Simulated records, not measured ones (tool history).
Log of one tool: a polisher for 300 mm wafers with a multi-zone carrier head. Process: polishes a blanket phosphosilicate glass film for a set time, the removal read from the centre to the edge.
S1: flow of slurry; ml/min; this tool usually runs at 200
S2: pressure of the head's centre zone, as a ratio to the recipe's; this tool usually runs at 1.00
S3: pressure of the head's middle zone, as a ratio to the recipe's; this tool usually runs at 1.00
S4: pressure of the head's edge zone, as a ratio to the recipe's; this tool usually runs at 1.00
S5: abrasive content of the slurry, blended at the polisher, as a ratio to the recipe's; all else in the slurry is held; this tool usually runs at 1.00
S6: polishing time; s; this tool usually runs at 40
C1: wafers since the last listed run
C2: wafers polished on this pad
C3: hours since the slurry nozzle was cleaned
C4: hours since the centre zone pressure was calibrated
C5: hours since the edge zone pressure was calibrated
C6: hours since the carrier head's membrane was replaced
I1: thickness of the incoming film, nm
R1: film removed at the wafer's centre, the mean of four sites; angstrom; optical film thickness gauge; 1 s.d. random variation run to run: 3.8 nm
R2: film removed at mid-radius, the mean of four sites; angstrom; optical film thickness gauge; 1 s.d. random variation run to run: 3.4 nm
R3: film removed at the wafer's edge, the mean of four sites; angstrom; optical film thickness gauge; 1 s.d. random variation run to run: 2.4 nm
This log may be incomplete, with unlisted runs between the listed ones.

Run 1, hour 0.0: usual settings but S4 1.07, S6 34 s; C1 0; C2 2252; C3 459.5; C4 415.6; C5 397.2; C6 291.7; I1 3252.2. Result: R1 2474 angstrom, R2 2334 angstrom, R3 2452 angstrom.
Run 2, hour 66.4: usual settings but S3 1.09; C1 959; C2 3211; C3 525.9; C4 482.0; C5 463.6; C6 358.1; I1 3257.3. Result: R1 2994 angstrom, R2 2927 angstrom, R3 2781 angstrom.
At hour 126.8: worn pad replaced by a new one.
Run 3, hour 127.3: usual settings; C1 822; C2 7; C3 586.8; C4 542.9; C5 524.5; C6 419.0; I1 3170.0. Result: R1 2910 angstrom, R2 2757 angstrom, R3 2767 angstrom.
At hour 169.0: centre zone pressure recalibrated.
At hour 178.6: edge zone pressure recalibrated.
Run 4, hour 194.2: usual settings; C1 908; C2 915; C3 653.7; C4 25.2; C5 15.6; C6 485.9; I1 3189.0. Result: R1 3089 angstrom, R2 2738 angstrom, R3 2743 angstrom.
Run 5, hour 259.3: usual settings but S1 155 ml/min; C1 940; C2 1856; C3 718.8; C4 90.3; C5 80.7; C6 551.0; I1 3267.7. Result: R1 2937 angstrom, R2 2541 angstrom, R3 2635 angstrom.
Run 6, hour 321.5: usual settings but S1 155 ml/min; C1 898; C2 2754; C3 781.0; C4 152.5; C5 142.9; C6 613.2; I1 3262.1. Result: R1 2943 angstrom, R2 2639 angstrom, R3 2648 angstrom.
At hour 340.5: slurry nozzle cleaned.
Run 7, hour 371.1: usual settings but S1 155 ml/min; C1 702; C2 3457; C3 30.6; C4 202.1; C5 192.5; C6 662.8; I1 3170.2. Result: R1 2998 angstrom, R2 2629 angstrom, R3 2629 angstrom.
Run 8, hour 403.1: usual settings but S1 220 ml/min, S6 52 s; C1 462; C2 3919; C3 62.6; C4 234.1; C5 224.5; C6 694.8; I1 3215.0. Result: R1 4188 angstrom, R2 3590 angstrom, R3 3572 angstrom.
At hour 410.2: worn pad replaced by a new one.
At hour 455.8: centre zone pressure recalibrated, repeated, since the last time left the tool worse.
Run 9, hour 463.1: usual settings but S3 1.09; C1 780; C2 734; C3 122.6; C4 7.3; C5 284.5; C6 754.8; I1 3205.9. Result: R1 2757 angstrom, R2 2930 angstrom, R3 2780 angstrom.
Run 10, hour 522.4: usual settings but S1 180 ml/min, S4 1.07, S5 1.20; C1 856; C2 1591; C3 181.9; C4 66.6; C5 343.8; C6 814.1; I1 3176.1. Result: R1 3036 angstrom, R2 2995 angstrom, R3 3122 angstrom.
Run 11, hour 586.7: usual settings but S3 1.09; C1 928; C2 2520; C3 246.2; C4 130.9; C5 408.1; C6 878.4; I1 3272.9. Result: R1 2731 angstrom, R2 2959 angstrom, R3 2764 angstrom.
At hour 610.3: carrier head's membrane replaced by a new one.
Run 12, hour 616.9: usual settings but S2 0.93, S3 0.96, S5 1.25, S6 35 s; C1 364; C2 2884; C3 276.4; C4 161.1; C5 438.3; C6 6.6; I1 3235.2. Result: R1 2628 angstrom, R2 2633 angstrom, R3 2738 angstrom.
At hour 687.4: worn pad replaced by a new one.
Run 13, hour 687.9: usual settings but S1 180 ml/min, S2 0.88, S3 1.09, S6 45 s; C1 967; C2 7; C3 347.4; C4 232.1; C5 509.3; C6 77.6; I1 3217.8. Result: R1 2804 angstrom, R2 3303 angstrom, R3 3083 angstrom.
Run 14, hour 738.0: usual settings but S2 1.08, S4 0.95, S5 1.10, S6 27 s; C1 723; C2 731; C3 397.5; C4 282.2; C5 559.4; C6 127.7; I1 3279.2. Result: R1 2228 angstrom, R2 1956 angstrom, R3 1927 angstrom.
At hour 768.3: edge zone pressure recalibrated.
Run 15, hour 771.9: usual settings but S1 180 ml/min, S3 1.08, S4 1.04, S5 0.90; C1 460; C2 1192; C3 431.4; C4 316.1; C5 3.6; C6 161.6; I1 3195.4. Result: R1 2706 angstrom, R2 2701 angstrom, R3 2603 angstrom.
Run 16, hour 829.1: usual settings; C1 826; C2 2018; C3 488.6; C4 373.3; C5 60.8; C6 218.8; I1 3230.5. Result: R1 2852 angstrom, R2 2680 angstrom, R3 2772 angstrom.
Run 17, hour 862.3: usual settings but S3 0.96, S5 1.25; C1 479; C2 2498; C3 521.8; C4 406.5; C5 94.0; C6 252.0; I1 3198.4. Result: R1 3246 angstrom, R2 2996 angstrom, R3 3149 angstrom.
Run 18, hour 906.5: usual settings but S1 130 ml/min, S2 1.10, S5 1.10, S6 47 s; C1 638; C2 3136; C3 566.0; C4 450.7; C5 138.2; C6 296.2; I1 3234.7. Result: R1 3554 angstrom, R2 3137 angstrom, R3 3221 angstrom.
Run 19, hour 946.2: usual settings; C1 573; C2 3710; C3 605.7; C4 490.4; C5 177.9; C6 335.9; I1 3223.9. Result: R1 2895 angstrom, R2 2757 angstrom, R3 2768 angstrom.
At hour 982.1: centre zone pressure recalibrated.
At hour 996.8: worn pad replaced by a new one.
Run 20, hour 1011.7: usual settings but S4 0.90; C1 859; C2 215; C3 671.2; C4 29.6; C5 243.4; C6 401.4; I1 3155.0. Result: R1 2798 angstrom, R2 2707 angstrom, R3 2606 angstrom.

Predict each of these 5 candidate next runs independently; none follows another, all start after run 20:
Run A, hour 1012.1: usual settings; C1 5; C2 221; C3 671.6; C4 30.0; C5 243.8; C6 401.8; I1 3191.6. Result: R1 ?, R2 ?, R3 ?.
Run B, hour 1012.1: usual settings but S1 180 ml/min; C1 5; C2 221; C3 671.6; C4 30.0; C5 243.8; C6 401.8; I1 3191.6. Result: R1 ?, R2 ?, R3 ?.
Run C, hour 1012.1: usual settings but S3 1.11; C1 5; C2 221; C3 671.6; C4 30.0; C5 243.8; C6 401.8; I1 3191.6. Result: R1 ?, R2 ?, R3 ?.
Run D, hour 1012.1: usual settings but S1 140 ml/min, S2 1.07, S3 0.90, S6 46 s; C1 5; C2 221; C3 671.6; C4 30.0; C5 243.8; C6 401.8; I1 3191.6. Result: R1 ?, R2 ?, R3 ?.
Run E, hour 1012.1: usual settings but S3 0.92; C1 5; C2 221; C3 671.6; C4 30.0; C5 243.8; C6 401.8; I1 3191.6. Result: R1 ?, R2 ?, R3 ?.

run    R1    R2    R3
  A  2685  2782  2750
  B  2635  2736  2716
  C  2687  3040  2746
  D  3068  2745  3021
  E  2683  2594  2753
What these runs would have given with no unlogged condition in the tool:
run    R1    R2    R3
  A  2660  2782  2750
  B  2611  2736  2716
  C  2662  3040  2746
  D  3041  2745  3021
  E  2659  2594  2753

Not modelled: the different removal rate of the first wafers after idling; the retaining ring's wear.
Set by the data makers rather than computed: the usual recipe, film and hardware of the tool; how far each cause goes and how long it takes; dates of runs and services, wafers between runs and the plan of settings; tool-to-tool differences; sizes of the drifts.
